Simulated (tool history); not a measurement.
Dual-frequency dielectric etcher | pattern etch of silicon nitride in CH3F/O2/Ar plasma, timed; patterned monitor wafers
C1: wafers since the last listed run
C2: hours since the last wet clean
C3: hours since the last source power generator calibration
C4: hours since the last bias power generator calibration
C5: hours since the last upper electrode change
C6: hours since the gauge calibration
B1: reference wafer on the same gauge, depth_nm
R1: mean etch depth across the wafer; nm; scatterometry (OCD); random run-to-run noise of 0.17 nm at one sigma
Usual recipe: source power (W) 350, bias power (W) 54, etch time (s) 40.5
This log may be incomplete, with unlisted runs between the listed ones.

Run 1, hour 0.0: usual settings; C1 0; C2 104.7; C3 3741.4; C4 2129.7; C5 4329.4; C6 2066.0; B1 23.76. Result: R1 25.45 nm.
Run 2, hour 64.8: usual settings but source power (W) 380; C1 683; C2 169.5; C3 3806.2; C4 2194.5; C5 4394.2; C6 2130.8; B1 23.72. Result: R1 26.48 nm.
Run 3, hour 343.6: usual settings but source power (W) 380; C1 2942; C2 448.3; C3 4085.0; C4 2473.3; C5 4673.0; C6 2409.6; B1 23.71. Result: R1 27.19 nm.
At hour 424.0: gauge calibrated.
Run 4, hour 446.5: usual settings but source power (W) 370; C1 1086; C2 551.2; C3 4187.9; C4 2576.2; C5 4775.9; C6 22.5; B1 23.71. Result: R1 27.32 nm.
At hour 471.9: wet clean of the chamber.
At hour 516.6: source power generator calibrated.
Run 5, hour 551.4: usual settings but source power (W) 370; C1 811; C2 79.5; C3 34.8; C4 2681.1; C5 4880.8; C6 127.4; B1 23.66. Result: R1 25.93 nm.
Run 6, hour 617.1: usual settings but etch time (s) 47.5; C1 693; C2 145.2; C3 100.5; C4 2746.8; C5 4946.5; C6 193.1; B1 23.75. Result: R1 30.30 nm.
Run 7, hour 717.3: usual settings but etch time (s) 47.5; C1 1057; C2 245.4; C3 200.7; C4 2847.0; C5 5046.7; C6 293.3; B1 23.70. Result: R1 30.64 nm.
Run 8, hour 771.2: usual settings but bias power (W) 59; C1 568; C2 299.3; C3 254.6; C4 2900.9; C5 5100.6; C6 347.2; B1 23.74. Result: R1 27.18 nm.
Run 9, hour 918.9: usual settings but source power (W) 310, etch time (s) 47.5; C1 1559; C2 447.0; C3 402.3; C4 3048.6; C5 5248.3; C6 494.9; B1 23.66. Result: R1 29.97 nm.
Run 10, hour 970.7: usual settings but etch time (s) 29.5; C1 546; C2 498.8; C3 454.1; C4 3100.4; C5 5300.1; C6 546.7; B1 23.70. Result: R1 19.32 nm.
At hour 992.9: bias power generator calibrated.
Run 11, hour 1024.9: usual settings but bias power (W) 50, etch time (s) 37.0; C1 529; C2 553.0; C3 508.3; C4 32.0; C5 5354.3; C6 600.9; B1 23.63. Result: R1 23.75 nm.
At hour 1049.1: wet clean of the chamber.
At hour 1063.0: upper electrode replaced.
Run 12, hour 1099.7: usual settings but bias power (W) 66; C1 389; C2 50.6; C3 583.1; C4 106.8; C5 36.7; C6 675.7; B1 23.62. Result: R1 28.26 nm.
Run 13, hour 1191.5: usual settings but source power (W) 440, bias power (W) 62; C1 968; C2 142.4; C3 674.9; C4 198.6; C5 128.5; C6 767.5; B1 23.72. Result: R1 29.46 nm.
Run 14, hour 1289.2: usual settings but source power (W) 380, bias power (W) 47, etch time (s) 50.0; C1 1031; C2 240.1; C3 772.6; C4 296.3; C5 226.2; C6 865.2; B1 23.69. Result: R1 31.48 nm.
Run 15, hour 1332.3: usual settings but source power (W) 410, bias power (W) 67, etch time (s) 34.5; C1 454; C2 283.2; C3 815.7; C4 339.4; C5 269.3; C6 908.3; B1 23.66. Result: R1 25.26 nm.
Run 16, hour 1415.4: usual settings but bias power (W) 49; C1 877; C2 366.3; C3 898.8; C4 422.5; C5 352.4; C6 991.4; B1 23.70. Result: R1 25.38 nm.
Run 17, hour 1451.9: usual settings but etch time (s) 47.5; C1 385; C2 402.8; C3 935.3; C4 459.0; C5 388.9; C6 1027.9; B1 23.69. Result: R1 30.91 nm.
Run 18, hour 1499.6: usual settings; C1 503; C2 450.5; C3 983.0; C4 506.7; C5 436.6; C6 1075.6; B1 23.65. Result: R1 26.63 nm.

The next listed run, before its measurement:
Run 19, hour 1574.2: usual settings; C1 787; C2 525.1; C3 1057.6; C4 581.3; C5 511.2; C6 1150.2; B1 ?. Result: R1 ?.

Run 19 measured B1 23.71, R1 27.12 nm.
With the hidden condition absent and the run-to-run variation left alone, this run would have shown R1 25.90 nm.
